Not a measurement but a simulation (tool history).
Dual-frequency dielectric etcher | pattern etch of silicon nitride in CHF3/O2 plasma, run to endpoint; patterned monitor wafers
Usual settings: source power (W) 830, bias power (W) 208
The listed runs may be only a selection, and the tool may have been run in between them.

run	day	source power (W)	bias power (W)	wafers since the last listed run	hours since the last wet clean	hours since the last source power generator calibration	hours since the last bias power generator calibration	hours since the last upper electrode change	incoming incoming film thickness, nm	endpoint time (s)
1	0	830	224	0	359.8	698.1	1920.4	2812.4	109.6	58.2
2	2.033	830	224	708	408.6	746.9	1969.2	2861.2	110.3	59.2
3	4.85	830	208	982	476.2	814.5	2036.8	2928.8	109.9	60
# day 9.271: wet clean of the chamber
4	9.292	830	208	1199	0.5	921.1	2143.4	3035.4	110.1	60.2
5	11.775	830	208	865	60.1	980.7	2203	3095	109.6	60.1
6	14.25	830	208	862	119.5	1040.1	2262.4	3154.4	109.9	60.7
7	17.05	830	208	976	186.7	1107.3	2329.6	3221.6	110	59.8
8	28	830	193	3817	449.5	1370.1	2592.4	3484.4	110.1	61.2
9	32.271	830	208	1489	552	1472.6	2694.9	3586.9	109.7	60.1
10	34.929	830	208	926	615.8	1536.4	2758.7	3650.7	110.2	60.3
# day 36.633: wet clean of the chamber
11	39.4	830	208	1210	66.4	1643.7	2866	3758	110.8	60.1
12	40.95	830	208	540	103.6	1680.9	2903.2	3795.2	110.1	59.9
13	44.346	830	208	1183	185.1	1762.4	2984.7	3876.7	108.5	59
14	48.692	830	208	1515	289.4	1866.7	3089	3981	111.5	60.7
15	51.908	830	244	1121	366.6	1943.9	3166.2	4058.2	109.9	57.3
16	54.646	830	208	954	432.3	2009.6	3231.9	4123.9	109.7	59.8
17	56.904	830	208	787	486.5	2063.8	3286.1	4178.1	109.9	60.3
# day 57.992: bias power generator calibrated
18	60.658	890	244	1250	576.6	2153.9	64	4268.2	110.7	56.6
# day 62.704: wet clean of the chamber
# day 65.458: upper electrode replaced
19	65.479	980	244	983	66.6	2269.6	179.7	0.5	108.7	53.4
20	67.925	900	208	852	125.3	2328.3	238.4	59.2	109.8	58.7

Run 21, settings as shown, results not yet in. Your forecast:
21	80.892	890	234	4520	436.5	2639.5	549.6	370.4	108.6	?

{"run 21": {"endpoint time (s)": 55.5}}
Minus the tool's unlogged condition, the same run would have read endpoint time (s) 55.5.
